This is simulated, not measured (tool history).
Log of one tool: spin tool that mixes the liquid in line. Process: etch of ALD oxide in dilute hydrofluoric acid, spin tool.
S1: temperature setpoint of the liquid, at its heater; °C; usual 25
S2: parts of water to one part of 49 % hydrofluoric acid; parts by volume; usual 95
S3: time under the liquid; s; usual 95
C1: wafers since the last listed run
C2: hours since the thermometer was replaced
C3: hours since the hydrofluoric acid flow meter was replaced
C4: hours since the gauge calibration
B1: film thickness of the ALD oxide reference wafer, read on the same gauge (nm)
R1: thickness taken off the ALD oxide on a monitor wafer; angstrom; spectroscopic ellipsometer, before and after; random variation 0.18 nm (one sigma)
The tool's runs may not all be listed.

run    hour    S1   S2   S3    C1      C2      C3      C4     B1     R1
  1       0    25   95   95     0  2084.6  1786.3  1301.9  70.01  172.4
  2    49.4    25   95   95   642    2134  1835.7  1351.3  69.97  171.7
  3    82.3    25   95   95   427  2166.9  1868.6  1384.2  69.96    172
  4   100.8  23.5   95  130   240  2185.4  1887.1  1402.7  70.01  220.9
  5   122.5  23.5   95  130   282  2207.1  1908.8  1424.4  70.02  222.3
  6   150.2  23.5   95  130   360  2234.8  1936.5  1452.1  69.98  224.6
  7   185.1    25   95   95   453  2269.7  1971.4    1487  69.97  169.3
  8   211.5    22   95   95   343  2296.1  1997.8  1513.4  69.97  153.1
      229.5  -- gauge calibrated
  9   239.8    25   95  135   367  2324.4  2026.1    10.3     70  241.2
 10   255.9    25   95  135   209  2340.5  2042.2    26.4  70.02  241.3
 11   277.5    25   95  135   280  2362.1  2063.8      48  69.97  240.3
 12     301    25   95   95   305  2385.6  2087.3    71.5  70.04  171.4
 13   341.2    25   95   95   522  2425.8  2127.5   111.7  70.04  172.6
 14   390.1    25   95   95   635  2474.7  2176.4   160.6  70.02  170.2
 15   409.3    27  125   75   249  2493.9  2195.6   179.8  70.03    105
 16   438.5    25   95   95   379  2523.1  2224.8     209  70.04  168.2
 17     470    25   95   95   409  2554.6  2256.3   240.5  69.97  170.7
 18   503.9  29.5  110   95   440  2588.5  2290.2   274.4  69.97  171.5
      509.7  -- thermometer replaced
 19   521.3    25   95   95   213    11.6  2307.6   291.8  69.97  182.8
 20   543.5    25   95   95   288    33.8  2329.8     314  69.97  184.4
 21   575.5  21.5   80  150   416    65.8  2361.8     346  70.03  304.1
 22   603.3  29.5  110   95   361    93.6  2389.6   373.8  69.97  183.3
 23     628    25   80   95   321   118.3  2414.3   398.5  69.97    219
 24   663.2    25  120   40   457   153.5  2449.5   433.7     70   57.8
 25   747.1    25   95   95  1090   237.4  2533.4   517.6     70  181.6
 26   765.3    25   95   95   236   255.6  2551.6   535.8     70  178.2
 27   793.1    25   95   55   361   283.4  2579.4   563.6  70.05  105.7
      805.5  -- hydrofluoric acid flow meter replaced
 28     806    23   95   55   154   296.3     0.5   576.5     70     95
 29   827.1  23.5  115   65   274   317.4    21.6   597.6  69.96   91.9
 30   861.3    25   95   95   444   351.6    55.8   631.8  70.01  180.5
 31   885.4    30  130  150   313   375.7    79.9   655.9  69.97  241.8
 32     921    25  120   95   462   411.3   115.5   691.5  69.98  138.2
 33  1025.4  28.5   95  110  1357   515.7   219.9   795.9     70  238.9
 34  1097.8    29   95   40   941   588.1   292.3   868.3  69.96   86.9
 35  1117.5    21   60   70   256   607.8     312     888  70.01  184.5

The tool's hidden state at each run:
hydrofluoric acid flow below the setpoint (%): 0 in every run
gauge reads high (%): 0 in every run
H1: liquid colder than its thermometer reads (K)
run     H1
  1   1.73
  2   1.77
  3   1.79
  4   1.81
  5   1.82
  6   1.84
  7   1.87
  8   1.89
  9   1.92
 10   1.93
 11   1.94
 12   1.96
 13   1.99
 14   2.03
 15   2.05
 16   2.07
 17    2.1
 18   2.12
 19  0.301
 20  0.319
 21  0.344
 22  0.366
 23  0.385
 24  0.413
 25  0.479
 26  0.493
 27  0.515
 28  0.525
 29  0.542
 30  0.569
 31  0.588
 32  0.616
 33  0.698
 34  0.755
 35   0.77

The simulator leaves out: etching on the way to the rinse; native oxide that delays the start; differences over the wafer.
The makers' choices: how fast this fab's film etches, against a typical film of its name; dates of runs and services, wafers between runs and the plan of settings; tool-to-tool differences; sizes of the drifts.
